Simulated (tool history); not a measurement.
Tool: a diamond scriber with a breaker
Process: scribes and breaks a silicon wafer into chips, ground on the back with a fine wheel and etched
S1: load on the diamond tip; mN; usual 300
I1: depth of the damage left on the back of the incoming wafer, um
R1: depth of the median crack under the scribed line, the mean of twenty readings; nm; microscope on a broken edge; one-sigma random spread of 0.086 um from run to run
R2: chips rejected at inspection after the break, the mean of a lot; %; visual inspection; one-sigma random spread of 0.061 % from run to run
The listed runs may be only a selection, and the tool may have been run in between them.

| run | day | S1 | I1 | R1 | R2 |
|---|---|---|---|---|---|
| 1 | 0 | 300 | 0.73 | 9240 | 1.15 |
| 2 | 1.862 | 300 | 0.65 | 9340 | 1.16 |
| 3 | 2.996 | 281 | 0.36 | 8840 | 1.62 |
| 4 | 5.221 | 281 | 0.51 | 8840 | 1.85 |
| 5 | 7.517 | 240 | 0.33 | 7950 | 4.22 |
| 6 | 9.596 | 240 | 0.57 | 8020 | 3.96 |
| 7 | 11.412 | 300 | 0.31 | 9370 | 1.13 |
| 8 | 12.746 | 300 | 0.67 | 9300 | 1.13 |
| 9 | 14.25 | 300 | 0.68 | 9190 | 1.3 |
| 10 | 17.154 | 300 | 0.34 | 9360 | 1.06 |
| 11 | 19.471 | 300 | 0.31 | 9120 | 1.18 |
|  | 20.471 | diamond tip replaced by a new one |
|  | 20.817 | load on the tip recalibrated |
| 12 | 22.104 | 300 | 0.35 | 9930 | 0.83 |
| 13 | 24.683 | 262 | 0.47 | 8810 | 1.53 |
| 14 | 26.229 | 300 | 0.6 | 9650 | 0.83 |
| 15 | 28.192 | 300 | 0.7 | 9730 | 0.85 |
| 16 | 29.325 | 300 | 0.41 | 9670 | 0.88 |
| 17 | 30.35 | 339 | 0.61 | 10380 | 1.05 |
| 18 | 33.004 | 347 | 0.46 | 10490 | 1.25 |
| 19 | 35.846 | 333 | 0.59 | 10240 | 0.96 |
| 20 | 38.742 | 300 | 0.37 | 9450 | 0.8 |
| 21 | 39.762 | 228 | 0.6 | 7960 | 4.56 |
| 22 | 42.625 | 229 | 0.37 | 8020 | 4.3 |
| 23 | 44.908 | 300 | 0.51 | 9240 | 1 |
| 24 | 47.496 | 274 | 0.71 | 8860 | 1.46 |
|  | 48.196 | diamond tip replaced by a new one |
| 25 | 49.554 | 275 | 0.7 | 9020 | 1.71 |

What if the next run were any one of these 5? Each begins from the tool's condition after run 25:
| A | 49.579 | 300 | 0.41 | ? | ? |
| B | 49.579 | 213 | 0.41 | ? | ? |
| C | 49.579 | 239 | 0.41 | ? | ? |
| D | 49.579 | 211 | 0.41 | ? | ? |
| E | 49.579 | 254 | 0.41 | ? | ? |

| run | R1 | R2 |
|---|---|---|
| A | 9500 | 1 |
| B | 7650 | 6.73 |
| C | 8220 | 3.92 |
| D | 7600 | 7 |
| E | 8540 | 2.78 |
Without the tool's hidden state the same runs would have given:
| run | R1 | R2 |
|---|---|---|
| A | 9870 | 0.85 |
| B | 7950 | 5.11 |
| C | 8550 | 2.76 |
| D | 7900 | 5.34 |
| E | 8880 | 1.89 |

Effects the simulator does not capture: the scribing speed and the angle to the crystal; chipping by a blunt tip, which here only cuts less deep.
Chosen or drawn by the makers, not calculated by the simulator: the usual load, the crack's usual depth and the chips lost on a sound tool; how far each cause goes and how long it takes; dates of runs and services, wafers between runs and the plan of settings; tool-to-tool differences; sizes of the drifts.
